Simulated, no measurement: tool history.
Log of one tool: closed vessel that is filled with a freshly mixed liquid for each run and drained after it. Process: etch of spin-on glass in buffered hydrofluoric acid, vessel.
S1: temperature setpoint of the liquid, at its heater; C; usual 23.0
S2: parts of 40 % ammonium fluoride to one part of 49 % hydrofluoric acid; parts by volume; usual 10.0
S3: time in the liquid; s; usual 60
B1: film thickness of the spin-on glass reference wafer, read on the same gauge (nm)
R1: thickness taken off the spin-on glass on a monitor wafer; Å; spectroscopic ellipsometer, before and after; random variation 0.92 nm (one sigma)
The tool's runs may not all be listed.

run 1 day=0.000 | S1=23.0 S2=10.0 S3=60 | B1=120.00 | R1=1457.0
run 2 day=2.229 | S1=23.0 S2=10.0 S3=60 | B1=119.97 | R1=1436.2
run 3 day=4.696 | S1=23.0 S2=10.0 S3=80 | B1=119.99 | R1=1913.8
run 4 day=9.012 | S1=23.0 S2=10.0 S3=80 | B1=120.02 | R1=1922.2
run 5 day=12.742 | S1=23.0 S2=10.0 S3=80 | B1=120.00 | R1=1916.7
-- day=13.567 gauge calibrated
run 6 day=14.567 | S1=23.0 S2=10.0 S3=60 | B1=120.00 | R1=1462.5
run 7 day=17.975 | S1=24.5 S2=10.0 S3=40 | B1=120.00 | R1=1055.2
run 8 day=29.679 | S1=23.0 S2=10.0 S3=60 | B1=120.00 | R1=1477.4
run 9 day=31.633 | S1=23.0 S2=10.0 S3=60 | B1=120.00 | R1=1467.6
run 10 day=34.954 | S1=23.0 S2=10.0 S3=60 | B1=120.00 | R1=1470.2
run 11 day=37.833 | S1=23.0 S2=10.0 S3=60 | B1=120.00 | R1=1462.6
-- day=39.462 thermometer replaced
run 12 day=46.329 | S1=23.0 S2=10.0 S3=70 | B1=120.01 | R1=1721.4
run 13 day=50.675 | S1=20.5 S2=8.5 S3=40 | B1=120.01 | R1=1014.2
run 14 day=52.792 | S1=23.0 S2=7.0 S3=40 | B1=120.00 | R1=1405.5
run 15 day=54.625 | S1=26.5 S2=13.0 S3=60 | B1=120.00 | R1=1425.0
run 16 day=56.212 | S1=21.5 S2=8.0 S3=30 | B1=120.00 | R1=849.0
-- day=56.338 hydrofluoric acid flow meter replaced
run 17 day=59.546 | S1=23.0 S2=13.0 S3=60 | B1=120.01 | R1=1127.9
run 18 day=61.662 | S1=19.5 S2=11.0 S3=60 | B1=119.98 | R1=1080.3
run 19 day=65.062 | S1=28.0 S2=6.5 S3=85 | B1=119.99 | R1=4042.1
run 20 day=68.829 | S1=23.0 S2=13.5 S3=90 | B1=120.00 | R1=1626.3
run 21 day=72.300 | S1=19.0 S2=13.5 S3=75 | B1=119.97 | R1=1084.6
run 22 day=75.883 | S1=25.5 S2=7.5 S3=30 | B1=119.99 | R1=1094.6
run 23 day=79.608 | S1=23.0 S2=10.0 S3=60 | B1=119.98 | R1=1442.2
run 24 day=82.796 | S1=19.0 S2=10.0 S3=40 | B1=120.00 | R1=770.7
run 25 day=85.562 | S1=26.5 S2=14.0 S3=30 | B1=120.01 | R1=640.1
run 26 day=87.383 | S1=23.0 S2=10.0 S3=40 | B1=120.01 | R1=964.5
run 27 day=89.321 | S1=27.5 S2=6.5 S3=35 | B1=119.98 | R1=1645.5
run 28 day=91.792 | S1=23.0 S2=10.0 S3=60 | B1=120.00 | R1=1463.8
run 29 day=93.650 | S1=23.0 S2=10.0 S3=60 | B1=119.99 | R1=1466.1
run 30 day=95.200 | S1=21.5 S2=8.5 S3=60 | B1=119.99 | R1=1553.0
run 31 day=97.567 | S1=23.0 S2=10.0 S3=60 | B1=119.99 | R1=1469.9
run 32 day=99.071 | S1=24.5 S2=13.5 S3=60 | B1=120.01 | R1=1207.1
run 33 day=102.962 | S1=18.0 S2=10.0 S3=30 | B1=120.00 | R1=556.6
run 34 day=109.529 | S1=21.5 S2=12.5 S3=90 | B1=120.00 | R1=1679.2

The tool's hidden state at each run:
liquid hotter than its thermometer reads (K): 0 in every run
gauge reads high (%): 0 in every run
H1: hydrofluoric acid flow above the setpoint (%)
run=1 H1=0.917
run=2 H1=1.13
run=3 H1=1.36
run=4 H1=1.76
run=5 H1=2.11
run=6 H1=2.29
run=7 H1=2.61
run=8 H1=3.71
run=9 H1=3.89
run=10 H1=4.2
run=11 H1=4.47
run=12 H1=5.27
run=13 H1=5.68
run=14 H1=5.88
run=15 H1=6.05
run=16 H1=6.2
run=17 H1=0.748
run=18 H1=0.947
run=19 H1=1.27
run=20 H1=1.62
run=21 H1=1.95
run=22 H1=2.28
run=23 H1=2.63
run=24 H1=2.93
run=25 H1=3.19
run=26 H1=3.36
run=27 H1=3.55
run=28 H1=3.78
run=29 H1=3.95
run=30 H1=4.1
run=31 H1=4.32
run=32 H1=4.46
run=33 H1=4.83
run=34 H1=5.45
